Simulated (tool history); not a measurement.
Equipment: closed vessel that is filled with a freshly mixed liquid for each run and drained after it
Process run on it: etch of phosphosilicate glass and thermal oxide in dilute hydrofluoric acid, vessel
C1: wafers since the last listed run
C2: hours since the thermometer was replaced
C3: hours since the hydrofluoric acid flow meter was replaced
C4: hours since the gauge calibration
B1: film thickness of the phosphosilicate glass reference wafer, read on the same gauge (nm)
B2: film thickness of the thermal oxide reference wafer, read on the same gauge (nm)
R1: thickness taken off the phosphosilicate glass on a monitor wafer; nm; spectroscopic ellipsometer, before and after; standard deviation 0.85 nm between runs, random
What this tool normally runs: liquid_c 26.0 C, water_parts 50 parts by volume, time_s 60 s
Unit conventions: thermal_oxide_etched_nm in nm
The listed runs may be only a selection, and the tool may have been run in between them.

{"run": 1, "hour": 0.0, "liquid_c": 26.0, "water_parts": 50, "time_s": 60, "C1": 0, "C2": 1064.6, "C3": 485.6, "C4": 525.8, "B1": 140.01, "B2": 90.02, "R1": 277.5, "thermal_oxide_etched_nm": 7.08}
{"run": 2, "hour": 30.3, "liquid_c": 26.0, "water_parts": 50, "time_s": 60, "C1": 4370, "C2": 1094.9, "C3": 515.9, "C4": 556.1, "B1": 140.01, "B2": 90.0, "R1": 278.35, "thermal_oxide_etched_nm": 6.96}
{"run": 3, "hour": 46.9, "liquid_c": 26.0, "water_parts": 50, "time_s": 60, "C1": 2394, "C2": 1111.5, "C3": 532.5, "C4": 572.7, "B1": 139.98, "B2": 89.98, "R1": 276.8, "thermal_oxide_etched_nm": 7.09}
{"run": 4, "hour": 71.9, "liquid_c": 26.0, "water_parts": 50, "time_s": 60, "C1": 3606, "C2": 1136.5, "C3": 557.5, "C4": 597.7, "B1": 140.02, "B2": 90.0, "R1": 279.57, "thermal_oxide_etched_nm": 7.13}
{"hour": 103.4, "done": "gauge calibrated"}
{"run": 5, "hour": 142.5, "liquid_c": 26.0, "water_parts": 50, "time_s": 60, "C1": 10184, "C2": 1207.1, "C3": 628.1, "C4": 39.1, "B1": 140.01, "B2": 90.0, "R1": 279.74, "thermal_oxide_etched_nm": 7.1}
{"run": 6, "hour": 171.4, "liquid_c": 26.0, "water_parts": 50, "time_s": 60, "C1": 4168, "C2": 1236.0, "C3": 657.0, "C4": 68.0, "B1": 139.99, "B2": 89.98, "R1": 279.1, "thermal_oxide_etched_nm": 7.08}
{"run": 7, "hour": 203.4, "liquid_c": 26.0, "water_parts": 50, "time_s": 60, "C1": 4616, "C2": 1268.0, "C3": 689.0, "C4": 100.0, "B1": 140.0, "B2": 89.98, "R1": 278.74, "thermal_oxide_etched_nm": 7.07}
{"hour": 273.3, "done": "thermometer replaced"}
{"run": 8, "hour": 285.1, "liquid_c": 30.5, "water_parts": 50, "time_s": 35, "C1": 11641, "C2": 11.8, "C3": 770.7, "C4": 181.7, "B1": 140.0, "B2": 90.0, "R1": 195.53, "thermal_oxide_etched_nm": 4.99}
{"run": 9, "hour": 307.1, "liquid_c": 21.5, "water_parts": 50, "time_s": 50, "C1": 3173, "C2": 33.8, "C3": 792.7, "C4": 203.7, "B1": 140.01, "B2": 89.99, "R1": 193.65, "thermal_oxide_etched_nm": 4.95}
{"run": 10, "hour": 321.7, "liquid_c": 23.5, "water_parts": 65, "time_s": 40, "C1": 2106, "C2": 48.4, "C3": 807.3, "C4": 218.3, "B1": 139.99, "B2": 90.0, "R1": 127.97, "thermal_oxide_etched_nm": 3.24}
{"run": 11, "hour": 334.5, "liquid_c": 24.5, "water_parts": 70, "time_s": 30, "C1": 1846, "C2": 61.2, "C3": 820.1, "C4": 231.1, "B1": 140.01, "B2": 90.01, "R1": 92.32, "thermal_oxide_etched_nm": 2.37}
{"run": 12, "hour": 364.2, "liquid_c": 30.5, "water_parts": 25, "time_s": 40, "C1": 4284, "C2": 90.9, "C3": 849.8, "C4": 260.8, "B1": 140.0, "B2": 89.99, "R1": 470.59, "thermal_oxide_etched_nm": 11.82}
{"hour": 367.4, "done": "hydrofluoric acid flow meter replaced"}
{"run": 13, "hour": 385.9, "liquid_c": 26.0, "water_parts": 45, "time_s": 60, "C1": 2986, "C2": 112.6, "C3": 18.5, "C4": 282.5, "B1": 139.98, "B2": 89.99, "R1": 303.55, "thermal_oxide_etched_nm": 7.68}
{"run": 14, "hour": 414.4, "liquid_c": 23.0, "water_parts": 40, "time_s": 45, "C1": 4111, "C2": 141.1, "C3": 47.0, "C4": 311.0, "B1": 140.0, "B2": 90.0, "R1": 228.1, "thermal_oxide_etched_nm": 5.81}
{"run": 15, "hour": 430.6, "liquid_c": 26.0, "water_parts": 40, "time_s": 40, "C1": 2336, "C2": 157.3, "C3": 63.2, "C4": 327.2, "B1": 139.98, "B2": 89.98, "R1": 230.87, "thermal_oxide_etched_nm": 5.9}
{"run": 16, "hour": 453.1, "liquid_c": 29.5, "water_parts": 35, "time_s": 60, "C1": 3245, "C2": 179.8, "C3": 85.7, "C4": 349.7, "B1": 140.03, "B2": 89.98, "R1": 459.97, "thermal_oxide_etched_nm": 11.68}
{"run": 17, "hour": 484.0, "liquid_c": 26.0, "water_parts": 50, "time_s": 60, "C1": 4457, "C2": 210.7, "C3": 116.6, "C4": 380.6, "B1": 140.0, "B2": 89.99, "R1": 274.06, "thermal_oxide_etched_nm": 6.89}
{"run": 18, "hour": 514.7, "liquid_c": 26.0, "water_parts": 50, "time_s": 60, "C1": 4428, "C2": 241.4, "C3": 147.3, "C4": 411.3, "B1": 139.99, "B2": 89.98, "R1": 274.51, "thermal_oxide_etched_nm": 7.0}
{"run": 19, "hour": 533.0, "liquid_c": 23.0, "water_parts": 35, "time_s": 80, "C1": 2639, "C2": 259.7, "C3": 165.6, "C4": 429.6, "B1": 140.0, "B2": 89.96, "R1": 470.23, "thermal_oxide_etched_nm": 12.2}
{"run": 20, "hour": 568.1, "liquid_c": 24.5, "water_parts": 30, "time_s": 35, "C1": 5063, "C2": 294.8, "C3": 200.7, "C4": 464.7, "B1": 139.98, "B2": 90.02, "R1": 259.08, "thermal_oxide_etched_nm": 6.49}
{"run": 21, "hour": 593.0, "liquid_c": 24.5, "water_parts": 30, "time_s": 70, "C1": 3591, "C2": 319.7, "C3": 225.6, "C4": 489.6, "B1": 140.02, "B2": 90.05, "R1": 516.22, "thermal_oxide_etched_nm": 12.99}
{"run": 22, "hour": 619.5, "liquid_c": 26.0, "water_parts": 50, "time_s": 60, "C1": 3822, "C2": 346.2, "C3": 252.1, "C4": 516.1, "B1": 140.0, "B2": 89.99, "R1": 275.86, "thermal_oxide_etched_nm": 7.0}
{"run": 23, "hour": 650.2, "liquid_c": 26.0, "water_parts": 50, "time_s": 60, "C1": 4428, "C2": 376.9, "C3": 282.8, "C4": 546.8, "B1": 139.99, "B2": 90.01, "R1": 276.64, "thermal_oxide_etched_nm": 6.99}
{"run": 24, "hour": 683.0, "liquid_c": 26.0, "water_parts": 50, "time_s": 60, "C1": 4731, "C2": 409.7, "C3": 315.6, "C4": 579.6, "B1": 140.01, "B2": 89.99, "R1": 274.79, "thermal_oxide_etched_nm": 7.1}
{"run": 25, "hour": 704.8, "liquid_c": 26.0, "water_parts": 50, "time_s": 90, "C1": 3144, "C2": 431.5, "C3": 337.4, "C4": 601.4, "B1": 139.99, "B2": 89.99, "R1": 414.07, "thermal_oxide_etched_nm": 10.49}

Hidden state, per run?
liquid colder than its thermometer reads (K): 0 at every run
gauge reads high (%): 0 at every run
H1: hydrofluoric acid flow above the setpoint (%)
run=1 H1=1.96
run=2 H1=2.08
run=3 H1=2.14
run=4 H1=2.24
run=5 H1=2.52
run=6 H1=2.63
run=7 H1=2.76
run=8 H1=3.08
run=9 H1=3.17
run=10 H1=3.22
run=11 H1=3.27
run=12 H1=3.39
run=13 H1=0.285
run=14 H1=0.397
run=15 H1=0.461
run=16 H1=0.549
run=17 H1=0.671
run=18 H1=0.791
run=19 H1=0.863
run=20 H1=1
run=21 H1=1.1
run=22 H1=1.2
run=23 H1=1.32
run=24 H1=1.45
run=25 H1=1.54
